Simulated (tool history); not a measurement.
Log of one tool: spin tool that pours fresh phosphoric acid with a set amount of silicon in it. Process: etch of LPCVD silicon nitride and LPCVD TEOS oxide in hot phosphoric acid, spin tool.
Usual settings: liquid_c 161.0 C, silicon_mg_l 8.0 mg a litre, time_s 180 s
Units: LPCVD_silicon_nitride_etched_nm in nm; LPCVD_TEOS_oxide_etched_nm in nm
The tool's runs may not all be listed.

run	hour	liquid_c	silicon_mg_l	time_s	wafers since the last listed run	hours since the thermometer was replaced	hours since the dissolved silicon flow meter was replaced	hours since the heated supply line was repaired	hours since the gauge calibration	read-back film thickness of the LPCVD silicon nitride reference wafer, read on the same gauge (nm)	read-back film thickness of the LPCVD TEOS oxide reference wafer, read on the same gauge (nm)	LPCVD_silicon_nitride_etched_nm	LPCVD_TEOS_oxide_etched_nm
1	0.0	161.0	8.0	180	0	72.9	400.6	310.4	767.2	109.99	70.004	17.63	1.034
2	18.2	161.0	12.0	130	124	91.1	418.8	328.6	785.4	110.00	69.986	12.57	0.661
3	31.6	161.0	8.0	180	91	104.5	432.2	342.0	798.8	110.02	69.994	17.83	1.034
4	43.7	161.0	8.0	180	82	116.6	444.3	354.1	810.9	110.02	69.968	17.72	0.975
# hour 47.1: gauge calibrated
# hour 51.3: dissolved silicon flow meter replaced
5	65.3	161.0	8.0	180	140	138.2	14.0	375.7	18.2	109.99	69.996	17.61	0.961
6	101.1	158.5	3.0	180	244	174.0	49.8	411.5	54.0	110.00	70.022	16.18	0.890
7	124.4	163.5	2.5	220	159	197.3	73.1	434.8	77.3	110.00	70.023	23.04	1.633
8	158.6	159.5	10.5	240	233	231.5	107.3	469.0	111.5	110.01	70.024	22.29	1.111
9	193.3	161.0	8.0	180	236	266.2	142.0	503.7	146.2	110.01	69.977	17.45	1.010
10	216.0	161.0	8.0	180	154	288.9	164.7	526.4	168.9	110.00	69.970	17.41	0.976
11	235.2	158.5	8.0	130	131	308.1	183.9	545.6	188.1	109.98	69.979	11.51	0.607
12	258.1	158.5	11.5	125	156	331.0	206.8	568.5	211.0	110.00	70.043	11.19	0.502
13	273.1	161.0	8.0	180	102	346.0	221.8	583.5	226.0	110.01	70.017	17.24	1.009
14	307.0	160.0	12.0	115	231	379.9	255.7	617.4	259.9	110.00	69.997	10.70	0.515
15	331.0	162.5	12.5	100	163	403.9	279.7	641.4	283.9	110.00	70.019	10.01	0.552
16	348.6	159.5	13.0	180	120	421.5	297.3	659.0	301.5	110.01	70.010	16.55	0.761
17	363.7	158.5	5.0	180	103	436.6	312.4	674.1	316.6	110.00	69.986	15.66	0.839
18	386.1	161.0	8.0	180	152	459.0	334.8	696.5	339.0	109.99	69.986	17.05	0.938
19	421.8	161.0	8.0	180	243	494.7	370.5	732.2	374.7	110.02	70.002	17.09	0.911
20	451.2	158.5	8.0	180	200	524.1	399.9	761.6	404.1	109.99	70.003	15.59	0.790
21	479.6	159.5	8.0	105	193	552.5	428.3	790.0	432.5	109.99	70.028	9.44	0.478

How the hidden state differs across the entries between the runs, from the last listed run before each to the first after it:
Between runs 4 and 5: gauge calibrated (hour 47.1); dissolved silicon flow meter replaced (hour 51.3)
  liquid colder than its thermometer reads (K): 0.257 -> 0.277; temperature lost on the way to the wafer (K): 0.79 -> 0.814
  measured less the result without the state, LPCVD_silicon_nitride_etched_nm: -0.63 -> -0.66 nm; LPCVD_TEOS_oxide_etched_nm: -0.079 -> -0.080 nm
